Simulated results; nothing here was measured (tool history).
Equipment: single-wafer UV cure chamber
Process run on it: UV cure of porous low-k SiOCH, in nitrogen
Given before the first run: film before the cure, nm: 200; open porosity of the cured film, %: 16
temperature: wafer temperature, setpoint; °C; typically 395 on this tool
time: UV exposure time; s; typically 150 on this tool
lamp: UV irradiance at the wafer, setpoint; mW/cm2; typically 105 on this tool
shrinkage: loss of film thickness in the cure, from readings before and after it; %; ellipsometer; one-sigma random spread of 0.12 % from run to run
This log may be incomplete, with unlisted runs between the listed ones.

| run | hour | temperature | time | lamp | wafers since the last listed run | hours since the UV bulbs were replaced | wafers since the quartz window was cleaned | shrinkage |
|---|---|---|---|---|---|---|---|---|
| 1 | 0 | 395 | 205 | 105 | 0 | 2224.6 | 1048 | 8.453 |
|  | 10 | quartz window cleaned |
| 2 | 27.4 | 395 | 150 | 105 | 104 | 2252 | 93 | 7.424 |
| 3 | 69.1 | 395 | 150 | 105 | 224 | 2293.7 | 318 | 7.293 |
| 4 | 100.5 | 395 | 150 | 105 | 169 | 2325.1 | 487 | 7.321 |
| 5 | 153.3 | 395 | 150 | 105 | 284 | 2377.9 | 771 | 7.283 |
|  | 208.6 | quartz window cleaned |
| 6 | 214.8 | 395 | 150 | 105 | 288 | 2439.4 | 33 | 7.181 |
| 7 | 281.9 | 395 | 150 | 105 | 361 | 2506.5 | 394 | 7.149 |
|  | 300.5 | UV bulbs replaced |
| 8 | 350.1 | 395 | 150 | 105 | 324 | 49.6 | 718 | 8.396 |
| 9 | 377.5 | 395 | 150 | 105 | 147 | 77 | 866 | 8.446 |
|  | 387.9 | quartz window cleaned |
| 10 | 410 | 395 | 150 | 105 | 131 | 109.5 | 118 | 8.539 |
| 11 | 469.1 | 404 | 150 | 105 | 318 | 168.6 | 437 | 8.694 |
| 12 | 508.4 | 414 | 215 | 142 | 211 | 207.9 | 648 | 11.527 |
| 13 | 536.5 | 395 | 150 | 105 | 151 | 236 | 800 | 8.412 |
|  | 567.3 | quartz window cleaned |
| 14 | 585.5 | 387 | 90 | 71 | 220 | 285 | 98 | 5.12 |
| 15 | 655.7 | 408 | 110 | 120 | 378 | 355.2 | 476 | 8.047 |
| 16 | 701.4 | 395 | 110 | 105 | 246 | 400.9 | 722 | 7.402 |
| 17 | 729.6 | 395 | 150 | 105 | 151 | 429.1 | 874 | 8.242 |
|  | 761.4 | quartz window cleaned |
| 18 | 929.1 | 395 | 75 | 105 | 1031 | 628.6 | 902 | 5.936 |

What will run 19 give?
| 19 | 966.4 | 395 | 150 | 105 | 200 | 665.9 | 1103 | ? |

{"run 19": {"shrinkage": 8.294}}
Without the tool's hidden state the same run would have given shrinkage 8.435 %.

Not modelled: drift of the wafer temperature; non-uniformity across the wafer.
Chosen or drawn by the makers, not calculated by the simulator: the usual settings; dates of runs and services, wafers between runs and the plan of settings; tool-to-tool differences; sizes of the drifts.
